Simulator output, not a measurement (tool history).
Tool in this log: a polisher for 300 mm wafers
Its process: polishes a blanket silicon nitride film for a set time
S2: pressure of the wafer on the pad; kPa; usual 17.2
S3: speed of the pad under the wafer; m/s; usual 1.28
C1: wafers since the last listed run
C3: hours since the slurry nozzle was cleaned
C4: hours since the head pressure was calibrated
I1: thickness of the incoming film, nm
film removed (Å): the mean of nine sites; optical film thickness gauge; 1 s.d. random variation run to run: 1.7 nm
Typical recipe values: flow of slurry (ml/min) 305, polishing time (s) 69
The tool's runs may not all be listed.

{"run": 1, "hour": 0.0, "flow of slurry (ml/min)": 305, "S2": 17.2, "S3": 1.28, "polishing time (s)": 69, "C1": 0, "wafers polished on this pad": 795, "C3": 36.7, "C4": 329.7, "I1": 477.1, "film removed (Å)": 1208}
{"run": 2, "hour": 31.9, "flow of slurry (ml/min)": 305, "S2": 17.2, "S3": 1.28, "polishing time (s)": 69, "C1": 222, "wafers polished on this pad": 1017, "C3": 68.6, "C4": 361.6, "I1": 469.8, "film removed (Å)": 1183}
{"run": 3, "hour": 45.2, "flow of slurry (ml/min)": 305, "S2": 17.2, "S3": 1.28, "polishing time (s)": 69, "C1": 92, "wafers polished on this pad": 1110, "C3": 81.9, "C4": 374.9, "I1": 473.5, "film removed (Å)": 1144}
{"hour": 47.7, "done": "head pressure recalibrated"}
{"run": 4, "hour": 65.5, "flow of slurry (ml/min)": 305, "S2": 17.2, "S3": 1.28, "polishing time (s)": 69, "C1": 127, "wafers polished on this pad": 1237, "C3": 102.2, "C4": 17.8, "I1": 468, "film removed (Å)": 1151}
{"run": 5, "hour": 86.0, "flow of slurry (ml/min)": 305, "S2": 17.2, "S3": 1.28, "polishing time (s)": 69, "C1": 142, "wafers polished on this pad": 1380, "C3": 122.7, "C4": 38.3, "I1": 470.2, "film removed (Å)": 1137}
{"hour": 96.8, "done": "worn pad replaced by a new one"}
{"run": 6, "hour": 115.7, "flow of slurry (ml/min)": 305, "S2": 17.2, "S3": 1.28, "polishing time (s)": 69, "C1": 179, "wafers polished on this pad": 131, "C3": 152.4, "C4": 68, "I1": 473.6, "film removed (Å)": 1193}
{"run": 7, "hour": 141.1, "flow of slurry (ml/min)": 305, "S2": 17.2, "S3": 1.28, "polishing time (s)": 69, "C1": 177, "wafers polished on this pad": 308, "C3": 177.8, "C4": 93.4, "I1": 477.3, "film removed (Å)": 1199}
{"run": 8, "hour": 175.2, "flow of slurry (ml/min)": 305, "S2": 17.2, "S3": 1.28, "polishing time (s)": 69, "C1": 237, "wafers polished on this pad": 546, "C3": 211.9, "C4": 127.5, "I1": 472, "film removed (Å)": 1224}
{"run": 9, "hour": 201.4, "flow of slurry (ml/min)": 305, "S2": 17.2, "S3": 1.28, "polishing time (s)": 69, "C1": 182, "wafers polished on this pad": 729, "C3": 238.1, "C4": 153.7, "I1": 476.1, "film removed (Å)": 1185}
{"run": 10, "hour": 219.8, "flow of slurry (ml/min)": 305, "S2": 17.2, "S3": 1.28, "polishing time (s)": 69, "C1": 128, "wafers polished on this pad": 857, "C3": 256.5, "C4": 172.1, "I1": 480.1, "film removed (Å)": 1173}
{"run": 11, "hour": 235.8, "flow of slurry (ml/min)": 305, "S2": 17.2, "S3": 1.28, "polishing time (s)": 69, "C1": 111, "wafers polished on this pad": 968, "C3": 272.5, "C4": 188.1, "I1": 466.9, "film removed (Å)": 1191}
{"hour": 243.4, "done": "slurry nozzle cleaned"}
{"run": 12, "hour": 255.2, "flow of slurry (ml/min)": 305, "S2": 17.2, "S3": 1.28, "polishing time (s)": 81, "C1": 128, "wafers polished on this pad": 1097, "C3": 11.8, "C4": 207.5, "I1": 474.4, "film removed (Å)": 1330}
{"run": 13, "hour": 284.1, "flow of slurry (ml/min)": 305, "S2": 17.2, "S3": 1.28, "polishing time (s)": 81, "C1": 201, "wafers polished on this pad": 1298, "C3": 40.7, "C4": 236.4, "I1": 466.7, "film removed (Å)": 1353}
{"hour": 297.1, "done": "worn pad replaced by a new one"}
{"run": 14, "hour": 316.1, "flow of slurry (ml/min)": 305, "S2": 17.2, "S3": 1.28, "polishing time (s)": 69, "C1": 195, "wafers polished on this pad": 132, "C3": 72.7, "C4": 268.4, "I1": 469.8, "film removed (Å)": 1097}
{"run": 15, "hour": 330.3, "flow of slurry (ml/min)": 305, "S2": 17.2, "S3": 1.28, "polishing time (s)": 69, "C1": 98, "wafers polished on this pad": 231, "C3": 86.9, "C4": 282.6, "I1": 469.2, "film removed (Å)": 1075}
{"run": 16, "hour": 357.2, "flow of slurry (ml/min)": 305, "S2": 17.2, "S3": 1.28, "polishing time (s)": 69, "C1": 187, "wafers polished on this pad": 418, "C3": 113.8, "C4": 309.5, "I1": 460.9, "film removed (Å)": 1097}
{"hour": 370.3, "done": "head pressure recalibrated"}
{"run": 17, "hour": 387.1, "flow of slurry (ml/min)": 305, "S2": 13.8, "S3": 1.28, "polishing time (s)": 69, "C1": 194, "wafers polished on this pad": 613, "C3": 143.7, "C4": 16.8, "I1": 470.9, "film removed (Å)": 871}
{"run": 18, "hour": 445.6, "flow of slurry (ml/min)": 225, "S2": 12.4, "S3": 0.9, "polishing time (s)": 50, "C1": 407, "wafers polished on this pad": 1020, "C3": 202.2, "C4": 75.3, "I1": 466.6, "film removed (Å)": 458}
{"hour": 455.7, "done": "worn pad replaced by a new one, repeated, since the last time left the tool worse"}
{"run": 19, "hour": 480.2, "flow of slurry (ml/min)": 305, "S2": 17.2, "S3": 1, "polishing time (s)": 88, "C1": 213, "wafers polished on this pad": 170, "C3": 236.8, "C4": 109.9, "I1": 466.4, "film removed (Å)": 1403}
{"hour": 483.8, "done": "slurry nozzle cleaned"}
{"run": 20, "hour": 509.8, "flow of slurry (ml/min)": 305, "S2": 17.2, "S3": 1.28, "polishing time (s)": 69, "C1": 199, "wafers polished on this pad": 370, "C3": 26, "C4": 139.5, "I1": 464.1, "film removed (Å)": 1206}
{"run": 21, "hour": 543.3, "flow of slurry (ml/min)": 305, "S2": 17.2, "S3": 1.28, "polishing time (s)": 79, "C1": 233, "wafers polished on this pad": 603, "C3": 59.5, "C4": 173, "I1": 469.8, "film removed (Å)": 1355}
{"run": 22, "hour": 577.1, "flow of slurry (ml/min)": 305, "S2": 11.7, "S3": 1.28, "polishing time (s)": 69, "C1": 235, "wafers polished on this pad": 839, "C3": 93.3, "C4": 206.8, "I1": 471.5, "film removed (Å)": 836}
{"run": 23, "hour": 595.5, "flow of slurry (ml/min)": 370, "S2": 17.2, "S3": 1.28, "polishing time (s)": 48, "C1": 128, "wafers polished on this pad": 967, "C3": 111.7, "C4": 225.2, "I1": 470.8, "film removed (Å)": 842}
{"run": 24, "hour": 613.4, "flow of slurry (ml/min)": 275, "S2": 22.8, "S3": 1.28, "polishing time (s)": 69, "C1": 124, "wafers polished on this pad": 1092, "C3": 129.6, "C4": 243.1, "I1": 474.3, "film removed (Å)": 1525}
{"run": 25, "hour": 641.6, "flow of slurry (ml/min)": 305, "S2": 17.2, "S3": 1.28, "polishing time (s)": 52, "C1": 196, "wafers polished on this pad": 1288, "C3": 157.8, "C4": 271.3, "I1": 479.2, "film removed (Å)": 878}
{"hour": 657.1, "done": "worn pad replaced by a new one"}
{"run": 26, "hour": 675.9, "flow of slurry (ml/min)": 305, "S2": 17.2, "S3": 1.28, "polishing time (s)": 69, "C1": 211, "wafers polished on this pad": 130, "C3": 192.1, "C4": 305.6, "I1": 473.9, "film removed (Å)": 1220}
{"run": 27, "hour": 693.4, "flow of slurry (ml/min)": 305, "S2": 17.2, "S3": 1.28, "polishing time (s)": 69, "C1": 121, "wafers polished on this pad": 252, "C3": 209.6, "C4": 323.1, "I1": 470.1, "film removed (Å)": 1176}

Run 28 has not been measured yet. What should we expect?
{"hour": 754.6, "done": "head pressure recalibrated"}
{"run": 28, "hour": 774.1, "flow of slurry (ml/min)": 200, "S2": 15.2, "S3": 1.1, "polishing time (s)": 93, "C1": 548, "wafers polished on this pad": 801, "C3": 290.3, "C4": 19.5, "I1": 469.8, "film removed (Å)": "?"}

For run 28 the tool returned film removed (Å) 1269.
Minus the tool's unlogged condition, the same run would have read film removed (Å) 1310.
